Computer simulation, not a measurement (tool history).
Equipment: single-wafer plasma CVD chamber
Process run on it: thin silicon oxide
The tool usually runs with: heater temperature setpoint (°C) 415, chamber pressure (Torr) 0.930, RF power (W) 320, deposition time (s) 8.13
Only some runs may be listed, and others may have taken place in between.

| run | hour | heater temperature setpoint (°C) | chamber pressure (Torr) | RF power (W) | deposition time (s) | read-back reference wafer on the same gauge, thickness_nm | mean film thickness on the monitor wafer (angstrom) |
|---|---|---|---|---|---|---|---|
| 1 | 0.0 | 415 | 0.987 | 320 | 8.13 | 14.503 | 181.88 |
| 2 | 12.8 | 415 | 0.987 | 320 | 8.13 | 14.510 | 181.78 |
| 3 | 27.8 | 415 | 0.987 | 320 | 8.13 | 14.500 | 181.31 |
| 4 | 38.9 | 415 | 0.930 | 320 | 8.13 | 14.505 | 177.95 |
| 5 | 52.1 | 415 | 0.930 | 320 | 8.13 | 14.503 | 177.65 |
| 6 | 60.1 | 415 | 0.930 | 320 | 8.13 | 14.504 | 177.75 |
| 7 | 70.6 | 415 | 0.930 | 320 | 8.13 | 14.498 | 178.03 |
| 8 | 82.8 | 415 | 0.930 | 320 | 8.13 | 14.492 | 177.38 |
| 9 | 106.5 | 415 | 0.930 | 320 | 7.11 | 14.502 | 155.78 |
| 10 | 113.7 | 415 | 0.930 | 320 | 7.11 | 14.505 | 155.43 |
| 11 | 128.4 | 410 | 1.100 | 320 | 8.13 | 14.490 | 190.84 |
| 12 | 136.2 | 402 | 0.930 | 305 | 6.84 | 14.495 | 146.42 |
| 13 | 162.1 | 415 | 1.039 | 305 | 8.13 | 14.511 | 185.22 |
| 14 | 170.2 | 415 | 0.930 | 320 | 8.13 | 14.496 | 180.36 |
| 15 | 178.5 | 415 | 1.038 | 320 | 8.63 | 14.495 | 202.04 |
| 16 | 186.0 | 415 | 0.930 | 320 | 8.13 | 14.500 | 180.46 |
| 17 | 195.1 | 415 | 0.930 | 320 | 8.71 | 14.500 | 193.22 |
| 18 | 203.0 | 415 | 0.738 | 320 | 9.49 | 14.497 | 187.67 |
| 19 | 214.1 | 415 | 0.930 | 365 | 8.13 | 14.499 | 193.98 |
| 20 | 223.1 | 408 | 0.804 | 360 | 8.13 | 14.507 | 178.89 |

Not shown here: 5 entries made in the log between runs. Locate each between two listed runs and compare the hidden state at the listed run before it with the hidden state at the listed run after it:
Logged between run 8 and run 9: thermocouple changed; heater temperature recalibrated (hour 95.5); showerhead replaced (hour 106.0)
  delivered RF power above the setpoint (%): -8.51 -> -8.53; true pressure above the setpoint (%): 8.36 -> 8.56
  what was measured, less what the result would be without the hidden state, mean film thickness on the monitor wafer (angstrom): -2.03 -> -1.68
Logged between run 12 and run 13: gauge calibrated (hour 147.3); RF generator calibrated (hour 150.0); capacitance manometer re-zeroed and calibrated (hour 161.6)
  delivered RF power above the setpoint (%): -8.55 -> -0.3; true pressure above the setpoint (%): 8.82 -> 1.22
  what was measured, less what the result would be without the hidden state, mean film thickness on the monitor wafer (angstrom): -1.82 -> +0.58

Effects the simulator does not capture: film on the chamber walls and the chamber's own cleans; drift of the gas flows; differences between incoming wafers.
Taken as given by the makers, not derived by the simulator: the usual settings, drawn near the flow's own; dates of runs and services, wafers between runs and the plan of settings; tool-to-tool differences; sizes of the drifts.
